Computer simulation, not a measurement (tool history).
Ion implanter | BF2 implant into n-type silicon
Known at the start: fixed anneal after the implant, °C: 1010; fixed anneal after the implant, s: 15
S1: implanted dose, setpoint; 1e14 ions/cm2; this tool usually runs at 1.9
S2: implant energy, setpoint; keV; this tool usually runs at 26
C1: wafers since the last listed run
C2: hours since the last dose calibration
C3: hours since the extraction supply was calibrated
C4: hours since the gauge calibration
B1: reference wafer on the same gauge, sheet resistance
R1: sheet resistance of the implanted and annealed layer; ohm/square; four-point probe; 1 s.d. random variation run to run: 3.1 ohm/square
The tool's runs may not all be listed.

run,hour,S1,S2,C1,C2,C3,C4,B1,R1
1,0,2.33,21.5,0,927.9,5326.3,102.6,633.96,464.71
2,11.4,2.33,21.5,179,939.3,5337.7,114,634.75,465.43
3,27.3,1.9,26,250,955.2,5353.6,129.9,633.94,541.7
4,37.8,1.9,26,165,965.7,5364.1,140.4,634.68,547.65
5,49,1.9,26,176,976.9,5375.3,151.6,634.73,543.06
6,79.1,1.9,29,474,1007,5405.4,181.7,634.32,541.49
7,96.4,1.9,29,273,1024.3,5422.7,199,634.28,536.27
# hour 100.3: gauge calibrated
8,102.6,1.37,29.5,97,1030.5,5428.9,2.3,634.49,703.38
# hour 114.1: extraction supply calibrated
9,114.5,1.75,26,61,1042.4,0.4,14.2,634.14,584.62
10,123.7,1.9,32,145,1051.6,9.6,23.4,634.84,533.02
11,131,1.9,26,115,1058.9,16.9,30.7,632.87,547.91
12,148.3,1.37,29.5,273,1076.2,34.2,48,634.28,701.13
# hour 160.7: Faraday cup replaced and dose calibrated
13,161.2,1.68,33.5,77,0.5,47.1,60.9,634.22,584.63
14,167.4,2.26,30,97,6.7,53.3,67.1,634.64,459.35
15,202.9,2.15,34.5,560,42.2,88.8,102.6,633.09,483.85

Below are 4 alternative next runs, each starting from the tool's condition after run 15. Predict each:
A,203.3,2.15,26,6,42.6,89.2,103,?,?
B,203.3,1.9,20,6,42.6,89.2,103,?,?
C,203.3,2.06,23,6,42.6,89.2,103,?,?
D,203.3,2.38,23.5,6,42.6,89.2,103,?,?

run,B1,R1
A,634.95,488.79
B,634.95,557.03
C,634.95,512.49
D,634.95,452.52
Stripped of hidden state, with their random variation kept, the same runs would have yielded:
run,R1
A,488.79
B,557.03
C,512.49
D,452.52
